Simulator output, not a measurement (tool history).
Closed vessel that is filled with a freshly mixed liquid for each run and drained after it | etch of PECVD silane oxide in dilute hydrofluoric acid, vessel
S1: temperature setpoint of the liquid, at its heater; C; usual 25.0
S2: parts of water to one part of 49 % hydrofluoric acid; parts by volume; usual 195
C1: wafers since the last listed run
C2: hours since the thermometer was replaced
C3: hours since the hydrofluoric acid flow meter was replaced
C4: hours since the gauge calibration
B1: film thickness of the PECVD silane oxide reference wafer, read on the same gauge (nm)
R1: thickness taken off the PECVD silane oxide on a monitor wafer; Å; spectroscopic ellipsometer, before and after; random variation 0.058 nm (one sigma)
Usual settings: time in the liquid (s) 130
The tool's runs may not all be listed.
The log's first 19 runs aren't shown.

Run 20, day 25.350: usual settings but S1 20.0 C, S2 135 parts by volume, time in the liquid (s) 70; C1 3664; C2 284.0; C3 167.2; C4 225.4; B1 60.00. Result: R1 94.0 Å.
Run 21, day 25.962: usual settings but S1 28.0 C, S2 150 parts by volume, time in the liquid (s) 195; C1 1951; C2 298.7; C3 181.9; C4 240.1; B1 59.96. Result: R1 316.3 Å.
Run 22, day 26.904: usual settings but S1 20.5 C, S2 235 parts by volume, time in the liquid (s) 65; C1 3000; C2 321.3; C3 204.5; C4 262.7; B1 59.98. Result: R1 46.2 Å.
Run 23, day 28.217: usual settings; C1 4182; C2 352.8; C3 236.0; C4 294.2; B1 60.03. Result: R1 138.2 Å.
Run 24, day 29.125: usual settings but S1 23.0 C, S2 145 parts by volume, time in the liquid (s) 55; C1 2894; C2 374.6; C3 257.8; C4 316.0; B1 59.99. Result: R1 77.9 Å.
Run 25, day 30.383: usual settings but S1 26.5 C, time in the liquid (s) 60; C1 4010; C2 404.8; C3 288.0; C4 346.2; B1 59.97. Result: R1 68.1 Å.
Run 26, day 31.296: usual settings but S2 170 parts by volume; C1 2907; C2 426.7; C3 309.9; C4 368.1; B1 60.03. Result: R1 165.1 Å.
Run 27, day 31.979: usual settings but S1 28.5 C, S2 290 parts by volume, time in the liquid (s) 55; C1 2177; C2 443.1; C3 326.3; C4 384.5; B1 59.99. Result: R1 40.4 Å.
Run 28, day 33.042: usual settings but S1 29.5 C, S2 100 parts by volume; C1 3385; C2 468.6; C3 351.8; C4 410.0; B1 60.01. Result: R1 363.6 Å.

Run 29 comes next. What will it give?
Run 29, day 33.817: usual settings; C1 2469; C2 487.2; C3 370.4; C4 428.6; B1 ?. Result: R1 ?.

B1: 59.97
R1: 140.9 Å
Without the tool's hidden state the same run would have given R1 132.7 Å.
